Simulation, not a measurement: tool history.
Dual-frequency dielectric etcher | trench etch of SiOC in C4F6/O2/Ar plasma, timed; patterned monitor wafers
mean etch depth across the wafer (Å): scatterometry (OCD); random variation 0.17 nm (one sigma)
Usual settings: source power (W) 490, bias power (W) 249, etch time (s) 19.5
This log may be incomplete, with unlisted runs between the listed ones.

| run | hour | source power (W) | bias power (W) | etch time (s) | read-back reference wafer on the same gauge, depth_nm | mean etch depth across the wafer (Å) |
|---|---|---|---|---|---|---|
| 1 | 0.0 | 490 | 249 | 19.5 | 44.15 | 439.3 |
| 2 | 7.4 | 490 | 249 | 19.5 | 44.09 | 436.2 |
| 3 | 17.3 | 490 | 249 | 19.5 | 44.14 | 437.7 |
| 4 | 24.3 | 490 | 249 | 19.5 | 44.08 | 435.8 |
| 5 | 35.1 | 490 | 249 | 19.5 | 44.07 | 434.6 |
| 6 | 42.7 | 490 | 249 | 19.5 | 44.11 | 435.5 |
| 7 | 59.2 | 490 | 249 | 19.5 | 44.12 | 433.3 |
| 8 | 67.3 | 490 | 225 | 19.5 | 44.08 | 424.7 |
|  | 94.5 | wet clean of the chamber |
| 9 | 95.0 | 490 | 225 | 19.5 | 44.09 | 458.0 |
| 10 | 95.4 | 490 | 225 | 19.5 | 44.07 | 452.1 |
|  | 127.1 | upper electrode replaced |
| 11 | 127.6 | 490 | 249 | 22.0 | 44.10 | 522.1 |
| 12 | 127.9 | 490 | 249 | 22.0 | 44.10 | 518.0 |
|  | 133.7 | gauge calibrated |
| 13 | 134.6 | 490 | 249 | 19.5 | 44.09 | 459.3 |
| 14 | 151.1 | 390 | 249 | 19.5 | 44.06 | 430.0 |
|  | 164.3 | source power generator calibrated |
| 15 | 164.8 | 490 | 249 | 19.5 | 44.05 | 460.6 |
| 16 | 169.6 | 610 | 215 | 19.5 | 44.05 | 477.4 |
| 17 | 187.2 | 430 | 281 | 17.0 | 44.09 | 394.0 |
| 18 | 197.5 | 490 | 300 | 23.0 | 44.12 | 563.1 |
| 19 | 205.9 | 490 | 207 | 14.0 | 44.12 | 315.9 |
|  | 216.7 | bias power generator calibrated |
| 20 | 222.0 | 400 | 204 | 25.5 | 44.05 | 540.3 |
| 21 | 230.7 | 450 | 249 | 22.0 | 44.08 | 497.9 |
| 22 | 246.8 | 490 | 249 | 19.5 | 44.05 | 455.2 |
| 23 | 264.6 | 570 | 249 | 23.0 | 44.06 | 557.6 |
| 24 | 273.9 | 420 | 249 | 19.5 | 44.04 | 430.9 |
| 25 | 290.5 | 490 | 272 | 19.5 | 44.12 | 461.2 |

A few steps of mean etch depth across the wafer (Å) between consecutive runs. Split each: what settings, incoming material and random variation would produce without the hidden state, and what is left over for the hidden state, along with gauge scatter present in only one of the two compared results (measured, and without hidden state):
The tool's hidden condition here consists of: etch rate over this chamber's usual, %; source power that arrives over what is set, %; bias power that arrives over what is set, %; gauge reads high (%).
Run 8 -> 9: wet clean of the chamber. mean etch depth across the wafer (Å) +33.3: hidden state +27.8, all else +5.5.
Run 18 -> 19: bias power (W) 300 -> 207, etch time (s) 23.0 -> 14.0. mean etch depth across the wafer (Å) -247.2: hidden state +2.6, all else -249.8.
Run 19 -> 20: source power (W) 490 -> 400, bias power (W) 207 -> 204, etch time (s) 14.0 -> 25.5, bias power generator calibrated. mean etch depth across the wafer (Å) +224.4: hidden state -3.9, all else +228.3.
